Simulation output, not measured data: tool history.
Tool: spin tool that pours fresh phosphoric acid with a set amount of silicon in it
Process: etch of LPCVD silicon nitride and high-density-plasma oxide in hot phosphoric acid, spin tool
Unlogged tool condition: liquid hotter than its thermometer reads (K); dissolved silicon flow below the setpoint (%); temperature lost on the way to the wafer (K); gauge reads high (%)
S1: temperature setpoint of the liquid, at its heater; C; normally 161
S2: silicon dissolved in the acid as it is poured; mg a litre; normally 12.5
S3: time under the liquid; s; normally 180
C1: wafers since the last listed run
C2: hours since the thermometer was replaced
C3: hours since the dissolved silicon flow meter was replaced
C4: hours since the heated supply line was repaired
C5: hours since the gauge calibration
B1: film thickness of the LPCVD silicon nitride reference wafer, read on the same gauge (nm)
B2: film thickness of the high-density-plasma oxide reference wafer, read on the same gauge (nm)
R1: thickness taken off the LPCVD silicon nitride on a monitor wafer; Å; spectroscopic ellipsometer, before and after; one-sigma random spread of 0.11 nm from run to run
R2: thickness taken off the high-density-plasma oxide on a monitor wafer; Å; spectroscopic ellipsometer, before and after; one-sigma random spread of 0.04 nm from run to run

{"run": 1, "hour": 0.0, "S1": 162.5, "S2": 15, "S3": 240, "C1": 0, "C2": 960.9, "C3": 993.2, "C4": 565.5, "C5": 2431.6, "B1": 120, "B2": 149.993, "R1": 213.2, "R2": 15.2}
{"run": 2, "hour": 26.0, "S1": 161, "S2": 12.5, "S3": 180, "C1": 161, "C2": 986.9, "C3": 1019.2, "C4": 591.5, "C5": 2457.6, "B1": 120.02, "B2": 150.011, "R1": 151.6, "R2": 11.22}
{"run": 3, "hour": 91.7, "S1": 161, "S2": 12.5, "S3": 180, "C1": 408, "C2": 1052.6, "C3": 1084.9, "C4": 657.2, "C5": 2523.3, "B1": 120, "B2": 150.002, "R1": 150.6, "R2": 11.05}
{"hour": 104.7, "done": "thermometer replaced"}
{"run": 4, "hour": 163.1, "S1": 161, "S2": 12.5, "S3": 85, "C1": 437, "C2": 58.4, "C3": 1156.3, "C4": 728.6, "C5": 2594.7, "B1": 120.01, "B2": 150.015, "R1": 65.7, "R2": 4.08}
{"run": 5, "hour": 231.7, "S1": 158.5, "S2": 21, "S3": 180, "C1": 426, "C2": 127, "C3": 1224.9, "C4": 797.2, "C5": 2663.3, "B1": 120.01, "B2": 150.015, "R1": 125.3, "R2": 6.04}
{"hour": 285.0, "done": "heated supply line repaired"}
{"hour": 296.3, "done": "dissolved silicon flow meter replaced"}
{"run": 6, "hour": 297.7, "S1": 159, "S2": 3.5, "S3": 260, "C1": 397, "C2": 193, "C3": 1.4, "C4": 12.7, "C5": 2729.3, "B1": 120, "B2": 149.981, "R1": 205.5, "R2": 15.62}
{"hour": 348.7, "done": "gauge calibrated"}
{"run": 7, "hour": 367.3, "S1": 160, "S2": 4, "S3": 180, "C1": 432, "C2": 262.6, "C3": 71, "C4": 82.3, "C5": 18.6, "B1": 119.99, "B2": 150.004, "R1": 144.1, "R2": 11.25}
{"run": 8, "hour": 432.9, "S1": 161, "S2": 17.5, "S3": 180, "C1": 407, "C2": 328.2, "C3": 136.6, "C4": 147.9, "C5": 84.2, "B1": 120.02, "B2": 150.009, "R1": 150.1, "R2": 9.22}
{"run": 9, "hour": 498.0, "S1": 159.5, "S2": 12.5, "S3": 75, "C1": 404, "C2": 393.3, "C3": 201.7, "C4": 213, "C5": 149.3, "B1": 120, "B2": 150.008, "R1": 59.1, "R2": 4.12}
{"run": 10, "hour": 542.7, "S1": 163.5, "S2": 12.5, "S3": 225, "C1": 277, "C2": 438, "C3": 246.4, "C4": 257.7, "C5": 194, "B1": 120.01, "B2": 149.969, "R1": 204.1, "R2": 15.92}
{"run": 11, "hour": 609.2, "S1": 163, "S2": 20.5, "S3": 75, "C1": 413, "C2": 504.5, "C3": 312.9, "C4": 324.2, "C5": 260.5, "B1": 120.01, "B2": 149.989, "R1": 67.4, "R2": 4.16}
{"run": 12, "hour": 677.0, "S1": 161, "S2": 12.5, "S3": 180, "C1": 421, "C2": 572.3, "C3": 380.7, "C4": 392, "C5": 328.3, "B1": 120.04, "B2": 149.999, "R1": 147.5, "R2": 10.55}
{"run": 13, "hour": 742.7, "S1": 162, "S2": 12.5, "S3": 180, "C1": 408, "C2": 638, "C3": 446.4, "C4": 457.7, "C5": 394, "B1": 120.01, "B2": 149.994, "R1": 153, "R2": 10.98}
{"run": 14, "hour": 836.8, "S1": 161, "S2": 21.5, "S3": 180, "C1": 584, "C2": 732.1, "C3": 540.5, "C4": 551.8, "C5": 488.1, "B1": 120, "B2": 149.991, "R1": 148.5, "R2": 7.77}

What does the tool deliver on the next run?
{"run": 15, "hour": 880.6, "S1": 161, "S2": 12.5, "S3": 180, "C1": 272, "C2": 775.9, "C3": 584.3, "C4": 595.6, "C5": 531.9, "B1": "?", "B2": "?", "R1": "?", "R2": "?"}

Logged for run 15: B1 120.02, B2 150.001, R1 147.1 Å, R2 10.36 Å.
If the tool had no hidden condition, the same run with the same run-to-run variation would have returned R1 147.5 Å, R2 10.42 Å.
